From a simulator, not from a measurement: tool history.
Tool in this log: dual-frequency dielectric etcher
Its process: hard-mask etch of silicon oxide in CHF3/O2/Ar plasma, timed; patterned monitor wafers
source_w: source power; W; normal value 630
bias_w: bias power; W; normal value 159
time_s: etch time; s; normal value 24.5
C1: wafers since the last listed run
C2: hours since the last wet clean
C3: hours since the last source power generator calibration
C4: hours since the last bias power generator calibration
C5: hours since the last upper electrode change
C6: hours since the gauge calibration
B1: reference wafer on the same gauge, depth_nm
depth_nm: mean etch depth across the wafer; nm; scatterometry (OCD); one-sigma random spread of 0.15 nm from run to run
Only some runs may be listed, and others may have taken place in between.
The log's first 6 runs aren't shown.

{"run": 7, "hour": 449.6, "source_w": 630, "bias_w": 159, "time_s": 22.5, "C1": 1017, "C2": 391.6, "C3": 1395.2, "C4": 1168.1, "C5": 3521.2, "C6": 1284.3, "B1": 43.88, "depth_nm": 38.72}
{"run": 8, "hour": 517.2, "source_w": 630, "bias_w": 159, "time_s": 22.5, "C1": 1018, "C2": 459.2, "C3": 1462.8, "C4": 1235.7, "C5": 3588.8, "C6": 1351.9, "B1": 43.93, "depth_nm": 38.69}
{"run": 9, "hour": 609.7, "source_w": 630, "bias_w": 159, "time_s": 24.5, "C1": 1394, "C2": 551.7, "C3": 1555.3, "C4": 1328.2, "C5": 3681.3, "C6": 1444.4, "B1": 43.79, "depth_nm": 42.19}
{"hour": 649.4, "done": "wet clean of the chamber"}
{"run": 10, "hour": 696.8, "source_w": 630, "bias_w": 159, "time_s": 24.5, "C1": 951, "C2": 47.4, "C3": 1642.4, "C4": 1415.3, "C5": 3768.4, "C6": 1531.5, "B1": 43.71, "depth_nm": 42.12}
{"run": 11, "hour": 792.5, "source_w": 630, "bias_w": 159, "time_s": 24.5, "C1": 1442, "C2": 143.1, "C3": 1738.1, "C4": 1511, "C5": 3864.1, "C6": 1627.2, "B1": 43.61, "depth_nm": 42.01}
{"run": 12, "hour": 885.1, "source_w": 630, "bias_w": 159, "time_s": 24.5, "C1": 1395, "C2": 235.7, "C3": 1830.7, "C4": 1603.6, "C5": 3956.7, "C6": 1719.8, "B1": 43.59, "depth_nm": 42.25}
{"hour": 1005.5, "done": "upper electrode replaced"}
{"run": 13, "hour": 1033.9, "source_w": 630, "bias_w": 159, "time_s": 29, "C1": 1881, "C2": 384.5, "C3": 1979.5, "C4": 1752.4, "C5": 28.4, "C6": 1868.6, "B1": 43.5, "depth_nm": 49.61}
{"hour": 1106.0, "done": "source power generator calibrated"}
{"run": 14, "hour": 1117.4, "source_w": 630, "bias_w": 159, "time_s": 24.5, "C1": 1198, "C2": 468, "C3": 11.4, "C4": 1835.9, "C5": 111.9, "C6": 1952.1, "B1": 43.46, "depth_nm": 41.86}
{"hour": 1203.6, "done": "wet clean of the chamber"}
{"run": 15, "hour": 1206.6, "source_w": 630, "bias_w": 159, "time_s": 24.5, "C1": 982, "C2": 3, "C3": 100.6, "C4": 1925.1, "C5": 201.1, "C6": 2041.3, "B1": 43.38, "depth_nm": 41.95}

Estimate the outcome of run 16 from the log above:
{"hour": 1219.1, "done": "bias power generator calibrated"}
{"run": 16, "hour": 1263.2, "source_w": 490, "bias_w": 159, "time_s": 24.5, "C1": 792, "C2": 59.6, "C3": 157.2, "C4": 44.1, "C5": 257.7, "C6": 2097.9, "B1": "?", "depth_nm": "?"}

{"run 16": {"B1": 43.33, "depth_nm": 38}}
Minus the tool's unlogged condition, the same run would have read depth_nm 39.48 nm.
